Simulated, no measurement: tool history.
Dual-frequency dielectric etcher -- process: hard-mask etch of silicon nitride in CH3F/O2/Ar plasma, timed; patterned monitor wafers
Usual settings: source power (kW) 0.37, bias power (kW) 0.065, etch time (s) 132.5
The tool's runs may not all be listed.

| run | hour | source power (kW) | bias power (kW) | etch time (s) | read-back reference wafer on the same gauge, depth_nm | mean etch depth across the wafer (Å) |
|---|---|---|---|---|---|---|
| 1 | 0 | 0.37 | 0.065 | 113 | 76.1 | 719 |
| 2 | 29.8 | 0.37 | 0.065 | 113 | 76.1 | 716 |
| 3 | 57.8 | 0.37 | 0.065 | 113 | 76.1 | 714 |
| 4 | 87.9 | 0.32 | 0.071 | 132.5 | 76.1 | 807 |
| 5 | 104.9 | 0.32 | 0.071 | 132.5 | 76 | 808 |
| 6 | 121.4 | 0.32 | 0.071 | 132.5 | 76.1 | 806 |
| 7 | 135.9 | 0.42 | 0.065 | 132.5 | 76 | 891 |
|  | 164.6 | upper electrode replaced |
|  | 178.1 | gauge calibrated |
|  | 178.3 | bias power generator calibrated |
|  | 190.1 | wet clean of the chamber |
| 8 | 190.6 | 0.42 | 0.065 | 132.5 | 76.1 | 868 |
| 9 | 190.9 | 0.42 | 0.065 | 132.5 | 76.1 | 868 |
| 10 | 207.3 | 0.37 | 0.053 | 132.5 | 76.2 | 729 |
|  | 226.2 | source power generator calibrated |
|  | 244.6 | wet clean of the chamber, repeated, since the last time left the tool worse |
| 11 | 245.1 | 0.46 | 0.079 | 132.5 | 76.1 | 1066 |
| 12 | 245.5 | 0.34 | 0.065 | 132.5 | 76.2 | 829 |
| 13 | 261.1 | 0.33 | 0.076 | 162.5 | 76.1 | 1084 |
| 14 | 294.7 | 0.37 | 0.075 | 156 | 76.1 | 1100 |
| 15 | 322.6 | 0.3 | 0.065 | 132.5 | 76 | 767 |
| 16 | 335.6 | 0.37 | 0.065 | 132.5 | 76.1 | 862 |
| 17 | 356.2 | 0.33 | 0.054 | 132.5 | 76.1 | 732 |
| 18 | 378.3 | 0.37 | 0.071 | 132.5 | 76.1 | 899 |

A few steps of mean etch depth across the wafer (Å) between consecutive runs. Split each: what settings, incoming material and random variation would produce without the hidden state, and what is left over for the hidden state, along with gauge scatter present in only one of the two compared results (measured, and without hidden state):
The tool's hidden condition here consists of: etch rate over this chamber's usual, %; source power that arrives over what is set, %; bias power that arrives over what is set, %; gauge reads high (%).
Run 10 -> 11: source power (kW) 0.37 -> 0.46, bias power (kW) 0.053 -> 0.079, source power generator calibrated, wet clean of the chamber, repeated, since the last time left the tool worse. mean etch depth across the wafer (Å) +337: hidden state +51, all else +286.

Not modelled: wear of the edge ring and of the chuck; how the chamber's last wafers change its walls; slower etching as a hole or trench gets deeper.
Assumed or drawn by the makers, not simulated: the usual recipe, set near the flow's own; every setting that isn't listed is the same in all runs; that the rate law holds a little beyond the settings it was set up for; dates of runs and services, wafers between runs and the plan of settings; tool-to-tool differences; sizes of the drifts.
